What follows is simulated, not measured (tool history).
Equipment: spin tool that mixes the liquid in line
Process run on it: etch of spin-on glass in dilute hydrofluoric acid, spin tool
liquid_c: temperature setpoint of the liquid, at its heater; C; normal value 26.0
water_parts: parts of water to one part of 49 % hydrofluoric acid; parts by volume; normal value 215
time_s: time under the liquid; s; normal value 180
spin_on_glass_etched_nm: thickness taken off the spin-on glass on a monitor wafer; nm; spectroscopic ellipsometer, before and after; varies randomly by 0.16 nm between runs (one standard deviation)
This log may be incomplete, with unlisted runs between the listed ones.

run	hour	liquid_c	water_parts	time_s	read-back film thickness of the spin-on glass reference wafer, read on the same gauge (nm)	spin_on_glass_etched_nm
1	0.0	28.0	215	180	69.99	40.17
2	20.0	28.0	215	180	69.99	40.09
3	49.5	28.0	215	180	69.97	40.04
4	141.0	26.0	215	150	69.99	31.10
5	171.1	26.0	215	150	70.04	30.86
6	187.9	26.0	215	150	70.02	30.93
7	208.4	26.0	215	180	70.01	37.12
# hour 234.1: gauge calibrated
8	234.7	26.0	145	180	70.01	60.13
9	264.8	23.5	215	250	69.99	46.89
10	289.8	26.0	145	180	69.97	60.36
# hour 292.6: hydrofluoric acid flow meter replaced
11	311.4	23.5	260	180	69.98	28.57
12	343.6	26.0	215	180	69.99	39.49
# hour 349.5: thermometer replaced
13	364.3	29.5	295	180	70.01	27.26
14	386.7	26.0	215	150	69.99	30.21

Run 15, settings as shown, results not yet in. Your forecast:
15	403.0	26.0	215	95	?	?

Run 15 measured read-back film thickness of the spin-on glass reference wafer, read on the same gauge (nm) 70.00, spin_on_glass_etched_nm 19.16 nm.
Minus the tool's unlogged condition, the same run would have read spin_on_glass_etched_nm 19.16 nm.
